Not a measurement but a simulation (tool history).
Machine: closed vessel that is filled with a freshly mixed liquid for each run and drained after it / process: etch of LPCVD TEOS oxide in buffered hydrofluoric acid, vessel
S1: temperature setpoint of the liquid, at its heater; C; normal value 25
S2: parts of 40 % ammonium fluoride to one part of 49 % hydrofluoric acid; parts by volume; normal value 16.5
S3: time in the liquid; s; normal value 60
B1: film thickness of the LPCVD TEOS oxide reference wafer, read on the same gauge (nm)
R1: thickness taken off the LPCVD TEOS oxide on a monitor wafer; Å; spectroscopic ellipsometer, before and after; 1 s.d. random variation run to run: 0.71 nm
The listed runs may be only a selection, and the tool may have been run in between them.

| run | day | S1 | S2 | S3 | B1 | R1 |
|---|---|---|---|---|---|---|
| 1 | 0 | 24 | 16.5 | 60 | 110 | 1753.7 |
| 2 | 5.921 | 25 | 16.5 | 60 | 109.99 | 1859.6 |
| 3 | 8.658 | 25 | 16.5 | 60 | 110.02 | 1856.7 |
| 4 | 10.55 | 25 | 16.5 | 60 | 110 | 1865.7 |
| 5 | 12.325 | 25 | 16.5 | 60 | 110 | 1855.6 |
| 6 | 14.067 | 25 | 16.5 | 60 | 109.97 | 1850.9 |
| 7 | 15.308 | 25 | 16.5 | 60 | 110.01 | 1866.2 |
|  | 16.075 | thermometer replaced |
| 8 | 17.912 | 25 | 16.5 | 60 | 109.99 | 1977.2 |
|  | 18.062 | gauge calibrated |
| 9 | 20.783 | 25 | 16.5 | 55 | 110.02 | 1806.3 |
| 10 | 23.379 | 28.5 | 16.5 | 60 | 110.05 | 2370.5 |
|  | 23.521 | thermometer replaced, repeated, since the last time left the tool worse |
| 11 | 26.108 | 28.5 | 16.5 | 60 | 110 | 2140.7 |
| 12 | 28.275 | 25 | 16.5 | 35 | 109.97 | 1040.4 |
| 13 | 31.012 | 25 | 16.5 | 60 | 110 | 1774.7 |
| 14 | 33.667 | 25 | 16.5 | 60 | 110.04 | 1779.3 |
|  | 33.85 | hydrofluoric acid flow meter replaced |
| 15 | 36.604 | 25 | 10.5 | 60 | 110.04 | 2796.6 |
| 16 | 38 | 25 | 16.5 | 60 | 109.98 | 1789.2 |
| 17 | 40.396 | 25 | 18.5 | 60 | 109.96 | 1611.8 |
| 18 | 42.321 | 21.5 | 11.5 | 30 | 110 | 1051.3 |
| 19 | 45.125 | 25 | 16.5 | 60 | 110.02 | 1794.4 |
| 20 | 47.667 | 22 | 16.5 | 35 | 109.99 | 899.8 |
| 21 | 49.071 | 30 | 20 | 60 | 110.02 | 1955.4 |
| 22 | 52.067 | 22.5 | 16.5 | 30 | 109.99 | 787.5 |

The logged runs with the hidden state left out (each run's random variation unchanged):
Unlogged tool condition in this case: liquid hotter than its thermometer reads (K); hydrofluoric acid flow above the setpoint (%); gauge reads high (%).
| run | R1 |
|---|---|
| 1 | 1670.7 |
| 2 | 1765.4 |
| 3 | 1758.8 |
| 4 | 1765.5 |
| 5 | 1753 |
| 6 | 1746.7 |
| 7 | 1759.3 |
| 8 | 1771.1 |
| 9 | 1614.6 |
| 10 | 2120.7 |
| 11 | 2124.8 |
| 12 | 1030.9 |
| 13 | 1755.5 |
| 14 | 1757.3 |
| 15 | 2756.1 |
| 16 | 1761.3 |
| 17 | 1584.1 |
| 18 | 1031.1 |
| 19 | 1757.8 |
| 20 | 879.1 |
| 21 | 1911.6 |
| 22 | 767.4 |
